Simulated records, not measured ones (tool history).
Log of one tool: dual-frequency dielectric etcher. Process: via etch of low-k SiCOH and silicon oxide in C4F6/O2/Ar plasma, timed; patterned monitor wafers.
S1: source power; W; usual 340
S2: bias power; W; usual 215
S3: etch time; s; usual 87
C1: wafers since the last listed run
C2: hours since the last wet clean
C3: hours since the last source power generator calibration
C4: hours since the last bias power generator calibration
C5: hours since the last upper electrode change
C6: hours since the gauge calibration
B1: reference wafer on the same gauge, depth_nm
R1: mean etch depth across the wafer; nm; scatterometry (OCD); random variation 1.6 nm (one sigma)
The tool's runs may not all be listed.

run	hour	S1	S2	S3	C1	C2	C3	C4	C5	C6	B1	R1
1	0	380	215	75	0	346.5	3264.2	1453.8	128.8	268	243.9	208.5
2	43.5	380	215	75	487	390	3307.7	1497.3	172.3	311.5	243.3	209.9
# hour 98.4: wet clean of the chamber
3	110.8	340	215	87	485	12.4	3375	1564.6	239.6	378.8	242	234.5
4	165.7	340	215	87	614	67.3	3429.9	1619.5	294.5	433.7	243.6	233.3
# hour 188.3: bias power generator calibrated
5	199.3	340	215	87	331	100.9	3463.5	11	328.1	467.3	241.9	232.8
6	253.4	340	255	87	606	155	3517.6	65.1	382.2	521.4	242.3	250.4
7	304.1	260	172	87	567	205.7	3568.3	115.8	432.9	572.1	241.9	197.2
# hour 317.6: source power generator calibrated
8	345.8	380	215	75	422	247.4	28.2	157.5	474.6	613.8	241.8	208.5
9	397	360	229	98.5	573	298.6	79.4	208.7	525.8	665	240.8	273.8
10	437.3	340	257	72	451	338.9	119.7	249	566.1	705.3	240.8	205.2
11	495	380	215	106.5	646	396.6	177.4	306.7	623.8	763	239.9	291.3
12	565.3	340	215	87	787	466.9	247.7	377	694.1	833.3	239.7	230.1
# hour 596.6: wet clean of the chamber
13	620.5	270	249	74.5	349	23.9	302.9	432.2	749.3	888.5	238.8	191.6
14	645.4	260	172	87	278	48.8	327.8	457.1	774.2	913.4	238.8	194.5
15	701	340	215	110	622	104.4	383.4	512.7	829.8	969	237.9	289
16	726.5	340	173	63.5	285	129.9	408.9	538.2	855.3	994.5	237.7	155.9
17	783.3	370	241	100	636	186.7	465.7	595	912.1	1051.3	236.5	280.4
18	852.1	300	255	87	770	255.5	534.5	663.8	980.9	1120.1	236	233.8

The next listed run, before its measurement:
19	917.8	260	215	87	735	321.2	600.2	729.5	1046.6	1185.8	?	?

{"run 19": {"B1": 233.9, "R1": 205.2}}
Without the tool's hidden state the same run would have given R1 215.7 nm.
